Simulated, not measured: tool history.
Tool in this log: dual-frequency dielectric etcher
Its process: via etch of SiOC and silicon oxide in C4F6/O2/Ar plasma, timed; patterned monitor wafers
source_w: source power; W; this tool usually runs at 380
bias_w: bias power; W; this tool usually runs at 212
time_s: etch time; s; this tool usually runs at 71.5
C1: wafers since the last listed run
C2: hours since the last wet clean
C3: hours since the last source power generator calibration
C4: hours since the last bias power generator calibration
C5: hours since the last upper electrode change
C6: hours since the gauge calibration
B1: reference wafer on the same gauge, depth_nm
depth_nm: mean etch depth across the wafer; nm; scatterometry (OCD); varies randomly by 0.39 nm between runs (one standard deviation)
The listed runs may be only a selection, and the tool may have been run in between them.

Run 1, hour 0.0: usual settings; C1 0; C2 244.7; C3 846.1; C4 3310.7; C5 1514.2; C6 735.7; B1 90.2. Result: depth_nm 85.1 nm.
Run 2, hour 42.9: usual settings; C1 429; C2 287.6; C3 889.0; C4 3353.6; C5 1557.1; C6 778.6; B1 90.1. Result: depth_nm 84.0 nm.
At hour 150.7: wet clean of the chamber.
Run 3, hour 151.2: usual settings; C1 844; C2 0.5; C3 997.3; C4 3461.9; C5 1665.4; C6 886.9; B1 90.3. Result: depth_nm 85.7 nm.
Run 4, hour 215.1: usual settings; C1 639; C2 64.4; C3 1061.2; C4 3525.8; C5 1729.3; C6 950.8; B1 90.2. Result: depth_nm 84.7 nm.
Run 5, hour 302.2: usual settings; C1 872; C2 151.5; C3 1148.3; C4 3612.9; C5 1816.4; C6 1037.9; B1 90.2. Result: depth_nm 84.0 nm.
Run 6, hour 387.4: usual settings; C1 853; C2 236.7; C3 1233.5; C4 3698.1; C5 1901.6; C6 1123.1; B1 90.2. Result: depth_nm 83.8 nm.
Run 7, hour 448.7: usual settings but bias_w 193 W, time_s 62.0 s; C1 613; C2 298.0; C3 1294.8; C4 3759.4; C5 1962.9; C6 1184.4; B1 90.3. Result: depth_nm 69.9 nm.
At hour 529.4: wet clean of the chamber.
Run 8, hour 529.9: usual settings; C1 572; C2 0.5; C3 1376.0; C4 3840.6; C5 2044.1; C6 1265.6; B1 90.3. Result: depth_nm 84.4 nm.
Run 9, hour 601.0: usual settings; C1 712; C2 71.6; C3 1447.1; C4 3911.7; C5 2115.2; C6 1336.7; B1 90.3. Result: depth_nm 84.4 nm.
At hour 675.3: upper electrode replaced.
Run 10, hour 685.7: usual settings; C1 607; C2 156.3; C3 1531.8; C4 3996.4; C5 10.4; C6 1421.4; B1 90.2. Result: depth_nm 84.4 nm.
At hour 738.3: gauge calibrated.
Run 11, hour 785.7: usual settings; C1 1001; C2 256.3; C3 1631.8; C4 4096.4; C5 110.4; C6 47.4; B1 90.2. Result: depth_nm 83.5 nm.
Run 12, hour 850.6: usual settings; C1 649; C2 321.2; C3 1696.7; C4 4161.3; C5 175.3; C6 112.3; B1 90.1. Result: depth_nm 83.9 nm.
At hour 881.1: bias power generator calibrated.
At hour 907.5: wet clean of the chamber.
Run 13, hour 923.4: usual settings; C1 448; C2 15.9; C3 1769.5; C4 42.3; C5 248.1; C6 185.1; B1 90.1. Result: depth_nm 84.6 nm.
At hour 968.4: source power generator calibrated.
Run 14, hour 1000.1: usual settings but source_w 350 W, bias_w 197 W; C1 728; C2 92.6; C3 31.7; C4 119.0; C5 324.8; C6 261.8; B1 90.2. Result: depth_nm 80.7 nm.
Run 15, hour 1081.7: usual settings but bias_w 238 W, time_s 54.0 s; C1 817; C2 174.2; C3 113.3; C4 200.6; C5 406.4; C6 343.4; B1 90.2. Result: depth_nm 67.1 nm.
Run 16, hour 1124.5: usual settings but source_w 470 W, bias_w 173 W, time_s 52.0 s; C1 428; C2 217.0; C3 156.1; C4 243.4; C5 449.2; C6 386.2; B1 90.3. Result: depth_nm 64.3 nm.
Run 17, hour 1192.9: usual settings; C1 684; C2 285.4; C3 224.5; C4 311.8; C5 517.6; C6 454.6; B1 90.2. Result: depth_nm 85.4 nm.
Run 18, hour 1234.8: usual settings but time_s 55.5 s; C1 419; C2 327.3; C3 266.4; C4 353.7; C5 559.5; C6 496.5; B1 90.2. Result: depth_nm 65.9 nm.
At hour 1294.3: wet clean of the chamber.
Run 19, hour 1310.1: usual settings but source_w 280 W, bias_w 178 W, time_s 51.0 s; C1 513; C2 15.8; C3 341.7; C4 429.0; C5 634.8; C6 571.8; B1 90.2. Result: depth_nm 49.5 nm.
Run 20, hour 1407.0: usual settings but source_w 340 W, bias_w 258 W, time_s 85.0 s; C1 970; C2 112.7; C3 438.6; C4 525.9; C5 731.7; C6 668.7; B1 90.3. Result: depth_nm 102.9 nm.
Run 21, hour 1453.3: usual settings but source_w 320 W, time_s 64.0 s; C1 463; C2 159.0; C3 484.9; C4 572.2; C5 778.0; C6 715.0; B1 90.3. Result: depth_nm 70.4 nm.
Run 22, hour 1505.4: usual settings but bias_w 232 W; C1 521; C2 211.1; C3 537.0; C4 624.3; C5 830.1; C6 767.1; B1 90.4. Result: depth_nm 87.3 nm.
Run 23, hour 1541.6: usual settings; C1 362; C2 247.3; C3 573.2; C4 660.5; C5 866.3; C6 803.3; B1 90.2. Result: depth_nm 84.4 nm.
Run 24, hour 1588.0: usual settings but source_w 280 W, bias_w 249 W, time_s 84.5 s; C1 464; C2 293.7; C3 619.6; C4 706.9; C5 912.7; C6 849.7; B1 90.1. Result: depth_nm 90.7 nm.
At hour 1629.1: wet clean of the chamber.
Run 25, hour 1668.4: usual settings but bias_w 247 W, time_s 65.0 s; C1 564; C2 39.3; C3 700.0; C4 787.3; C5 993.1; C6 930.1; B1 90.3. Result: depth_nm 82.2 nm.
Run 26, hour 1721.1: usual settings; C1 527; C2 92.0; C3 752.7; C4 840.0; C5 1045.8; C6 982.8; B1 90.1. Result: depth_nm 85.5 nm.

What was the tool's hidden state at every run in the log?
bias power that arrives over what is set, %: 0 across all the runs
gauge reads high (%): 0 across all the runs
H1: etch rate over this chamber's usual, %
H2: source power that arrives over what is set, %
run       H1       H2
  1    -1.33    -1.77
  2    -1.57    -1.88
  3  -0.0694    -2.16
  4   -0.432    -2.32
  5   -0.926    -2.54
  6    -1.41    -2.76
  7    -1.76    -2.92
  8   -0.107    -3.13
  9    -0.51    -3.31
 10   -0.991    -3.53
 11    -1.56    -3.79
 12    -1.93    -3.96
 13  -0.0321    -4.14
 14   -0.467    0.528
 15    -0.93    0.318
 16    -1.17    0.208
 17    -1.56   0.0322
 18     -1.8  -0.0756
 19   -0.278   -0.269
 20   -0.827   -0.519
 21    -1.09   -0.638
 22    -1.39   -0.772
 23    -1.59   -0.865
 24    -1.85   -0.985
 25     -0.2    -1.19
 26   -0.499    -1.33
